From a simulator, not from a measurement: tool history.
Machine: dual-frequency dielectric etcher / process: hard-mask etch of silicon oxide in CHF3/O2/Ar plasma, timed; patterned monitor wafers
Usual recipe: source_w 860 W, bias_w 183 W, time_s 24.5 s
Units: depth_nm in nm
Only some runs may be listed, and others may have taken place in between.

run   hour  source_w  bias_w  time_s  wafers since the last listed run  hours since the last wet clean  hours since the last source power generator calibration  hours since the last bias power generator calibration  hours since the last upper electrode change  hours since the gauge calibration  read-back reference wafer on the same gauge, depth_nm  depth_nm
  1      0       860     183    24.5                                 0                           177.8                                                   2230.5                                                 1554.3                                       5160.1                              162.4                                                   54.1      51.8
  2   57.4       860     183    19.5                               669                           235.2                                                   2287.9                                                 1611.7                                       5217.5                              219.8                                                   54.2      41.2
  3  122.7       860     183    19.5                               761                           300.5                                                   2353.2                                                   1677                                       5282.8                              285.1                                                   54.1      41.3
  4  182.7       860     183    19.5                               700                           360.5                                                   2413.2                                                   1737                                       5342.8                              345.1                                                   54.1      41.3
     226.6  -- gauge calibrated
  5  240.2       860     170    24.5                               670                             418                                                   2470.7                                                 1794.5                                       5400.3                               13.6                                                   54.1      50.6
  6    304       860     170    24.5                               744                           481.8                                                   2534.5                                                 1858.3                                       5464.1                               77.4                                                   54.1      50.4
     329.1  -- upper electrode replaced, of another model than before
  7  372.9       860     198    24.5                               523                           550.7                                                   2603.4                                                 1927.2                                         43.8                              146.3                                                   54.1      52.4
     422.7  -- bias power generator calibrated
  8  424.5       930     183    24.5                               555                           602.3                                                     2655                                                    1.8                                         95.4                              197.9                                                   54.1      52.9
     467.2  -- wet clean of the chamber
  9  467.7       860     203    24.5                               224                             0.5                                                   2698.2                                                     45                                        138.6                              241.1                                                   54.1        53
 10  476.1       990     209      21                                98                             8.9                                                   2706.6                                                   53.4                                          147                              249.5                                                   54.1      48.5
       516  -- source power generator calibrated
 11  531.4       700     183    20.5                               598                            64.2                                                     15.4                                                  108.7                                        202.3                              304.8                                                   54.1      40.5
 12    575      1050     143      18                               508                           107.8                                                       59                                                  152.3                                        245.9                              348.4                                                   54.1      39.2
 13  617.9       860     183    24.5                               500                           150.7                                                    101.9                                                  195.2                                        288.8                              391.3                                                   54.1        52
     647.8  -- gauge calibrated
 14    651       860     183    24.5                               386                           183.8                                                      135                                                  228.3                                        321.9                                3.2                                                     54      51.9
 15  682.3       860     153    30.5                               365                           215.1                                                    166.3                                                  259.6                                        353.2                               34.5                                                   54.1      62.7

Branching from run 15: 4 alternative next runs. What would each branch give?
  A  682.7       860     183    24.5                                 4                           215.5                                                    166.7                                                    260                                        353.6                               34.9                                                      ?         ?
  B  682.7       720     183    21.5                                 4                           215.5                                                    166.7                                                    260                                        353.6                               34.9                                                      ?         ?
  C  682.7       860     183      27                                 4                           215.5                                                    166.7                                                    260                                        353.6                               34.9                                                      ?         ?
  D  682.7       860     229    24.5                                 4                           215.5                                                    166.7                                                    260                                        353.6                               34.9                                                      ?         ?

run  read-back reference wafer on the same gauge, depth_nm  depth_nm
  A                                                   54.2      51.9
  B                                                   54.2      42.8
  C                                                   54.2      57.2
  D                                                   54.2      54.6
With no hidden state in the tool, these same runs would have given:
run  depth_nm
  A      52.2
  B        43
  C      57.5
  D      54.8

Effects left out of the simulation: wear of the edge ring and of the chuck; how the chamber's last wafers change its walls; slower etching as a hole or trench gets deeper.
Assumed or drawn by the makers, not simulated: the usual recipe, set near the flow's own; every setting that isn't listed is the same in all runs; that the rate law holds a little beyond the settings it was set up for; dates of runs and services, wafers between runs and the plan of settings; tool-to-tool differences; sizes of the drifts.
